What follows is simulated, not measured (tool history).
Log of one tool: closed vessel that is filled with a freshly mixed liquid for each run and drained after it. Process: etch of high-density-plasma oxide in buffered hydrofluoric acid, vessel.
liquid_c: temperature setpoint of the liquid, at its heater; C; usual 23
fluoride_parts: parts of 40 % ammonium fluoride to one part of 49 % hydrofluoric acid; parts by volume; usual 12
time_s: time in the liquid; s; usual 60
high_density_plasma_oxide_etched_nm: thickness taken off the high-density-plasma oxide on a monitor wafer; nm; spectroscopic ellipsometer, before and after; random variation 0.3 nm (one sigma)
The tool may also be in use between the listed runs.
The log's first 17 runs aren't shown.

run,hour,liquid_c,fluoride_parts,time_s,"read-back film thickness of the high-density-plasma oxide reference wafer, read on the same gauge (nm)",high_density_plasma_oxide_etched_nm
18,420.9,23,12,60,60.03,55.12
19,433,27,12,70,60,80.22
20,472.2,26,13.5,60,60.03,58.23
21,493,23,16,40,60,28.19
22,522.9,18,10.5,80,59.97,61.93
23,547.1,23,12,60,60,55.89
24,625.3,23,12,60,60,55.42
# hour 640.5: hydrofluoric acid flow meter replaced
25,642.2,23,15,60,60,40.62
26,671.1,19,14.5,90,59.99,50.43
27,686.1,23,12,60,59.99,50.76
28,716.2,23,12,45,59.99,38.49
29,736.5,19.5,12,70,60.02,49.08
30,766.8,27,16,95,59.99,75.55
31,794,23,12,60,60,50.91
32,816.6,23,9,35,60,38.28
33,838.5,23,12,60,60,51.23

3 ways to go on from here, each from the tool as it stands after run 33. What would each give?
A,839.2,23,12,60,?,?
B,839.2,27,12,60,?,?
C,839.2,27.5,12,60,?,?

run,"read-back film thickness of the high-density-plasma oxide reference wafer, read on the same gauge (nm)",high_density_plasma_oxide_etched_nm
A,60,51.47
B,60,63.93
C,60,65.66
Without the tool's hidden state the same runs would have given:
run,high_density_plasma_oxide_etched_nm
A,50.95
B,63.28
C,65

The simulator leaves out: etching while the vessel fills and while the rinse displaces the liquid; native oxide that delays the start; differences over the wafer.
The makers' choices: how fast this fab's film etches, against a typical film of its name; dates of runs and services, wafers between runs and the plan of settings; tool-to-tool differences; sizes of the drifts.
